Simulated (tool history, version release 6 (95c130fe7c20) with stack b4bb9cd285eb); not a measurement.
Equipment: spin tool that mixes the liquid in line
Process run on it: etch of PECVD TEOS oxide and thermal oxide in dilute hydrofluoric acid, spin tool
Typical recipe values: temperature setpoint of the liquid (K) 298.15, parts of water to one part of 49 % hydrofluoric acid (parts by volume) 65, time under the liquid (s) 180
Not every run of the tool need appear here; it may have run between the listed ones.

| run | hour | temperature setpoint of the liquid (K) | parts of water to one part of 49 % hydrofluoric acid (parts by volume) | time under the liquid (s) | read-back film thickness of the PECVD TEOS oxide reference wafer, read on the same gauge (nm) | read-back film thickness of the thermal oxide reference wafer, read on the same gauge (nm) | thickness taken off the PECVD TEOS oxide on a monitor wafer (Å) | thickness taken off the thermal oxide on a monitor wafer (Å) |
|---|---|---|---|---|---|---|---|---|
| 1 | 0.0 | 298.15 | 65 | 230 | 50.02 | 110.00 | 354.2 | 161.0 |
| 2 | 24.2 | 296.15 | 65 | 180 | 50.01 | 110.00 | 255.5 | 118.4 |
| 3 | 48.1 | 298.15 | 65 | 180 | 50.00 | 109.99 | 273.0 | 127.4 |
| 4 | 73.8 | 298.15 | 65 | 180 | 50.01 | 110.00 | 276.9 | 127.5 |
| 5 | 106.1 | 298.15 | 65 | 180 | 50.03 | 109.99 | 271.0 | 127.3 |
| 6 | 139.5 | 296.65 | 65 | 150 | 50.01 | 109.99 | 215.5 | 100.6 |
|  | 162.8 | thermometer replaced |
| 7 | 165.7 | 296.65 | 65 | 150 | 49.95 | 110.00 | 218.4 | 101.6 |
| 8 | 200.3 | 298.15 | 65 | 180 | 49.98 | 110.01 | 274.5 | 128.5 |
| 9 | 234.2 | 298.15 | 65 | 180 | 50.00 | 109.97 | 278.6 | 128.2 |
|  | 235.4 | hydrofluoric acid flow meter replaced |
| 10 | 247.3 | 298.15 | 65 | 180 | 50.01 | 109.99 | 274.4 | 126.6 |
| 11 | 276.7 | 298.15 | 65 | 180 | 49.99 | 110.02 | 269.1 | 125.5 |
|  | 282.8 | gauge calibrated |
| 12 | 305.7 | 295.15 | 65 | 180 | 50.04 | 110.00 | 240.6 | 113.9 |
| 13 | 329.1 | 298.15 | 65 | 180 | 50.03 | 110.00 | 274.0 | 128.9 |
| 14 | 353.7 | 298.15 | 65 | 180 | 49.98 | 109.99 | 276.7 | 128.0 |
| 15 | 369.1 | 299.65 | 50 | 240 | 50.00 | 110.01 | 518.2 | 243.4 |
| 16 | 387.6 | 294.65 | 65 | 225 | 50.01 | 109.99 | 296.2 | 139.0 |
| 17 | 423.0 | 300.65 | 65 | 125 | 49.98 | 110.02 | 207.5 | 97.6 |
| 18 | 437.1 | 302.15 | 65 | 180 | 50.00 | 110.00 | 320.4 | 150.1 |
| 19 | 472.8 | 302.15 | 55 | 180 | 49.96 | 110.00 | 380.3 | 178.2 |

What if the next run were any one of these 3? Each begins from the tool's condition after run 19:
| A | 473.3 | 298.15 | 55 | 180 | ? | ? | ? | ? |
| B | 473.3 | 303.15 | 65 | 180 | ? | ? | ? | ? |
| C | 473.3 | 296.15 | 65 | 230 | ? | ? | ? | ? |

| run | read-back film thickness of the PECVD TEOS oxide reference wafer, read on the same gauge (nm) | read-back film thickness of the thermal oxide reference wafer, read on the same gauge (nm) | thickness taken off the PECVD TEOS oxide on a monitor wafer (Å) | thickness taken off the thermal oxide on a monitor wafer (Å) |
|---|---|---|---|---|
| A | 49.98 | 110.01 | 328.6 | 151.4 |
| B | 49.98 | 110.01 | 334.3 | 154.0 |
| C | 49.98 | 110.01 | 323.2 | 148.9 |
Stripped of hidden state, with their random variation kept, the same runs would have yielded:
| run | thickness taken off the PECVD TEOS oxide on a monitor wafer (Å) | thickness taken off the thermal oxide on a monitor wafer (Å) |
|---|---|---|
| A | 328.6 | 151.4 |
| B | 334.3 | 154.0 |
| C | 323.2 | 148.9 |
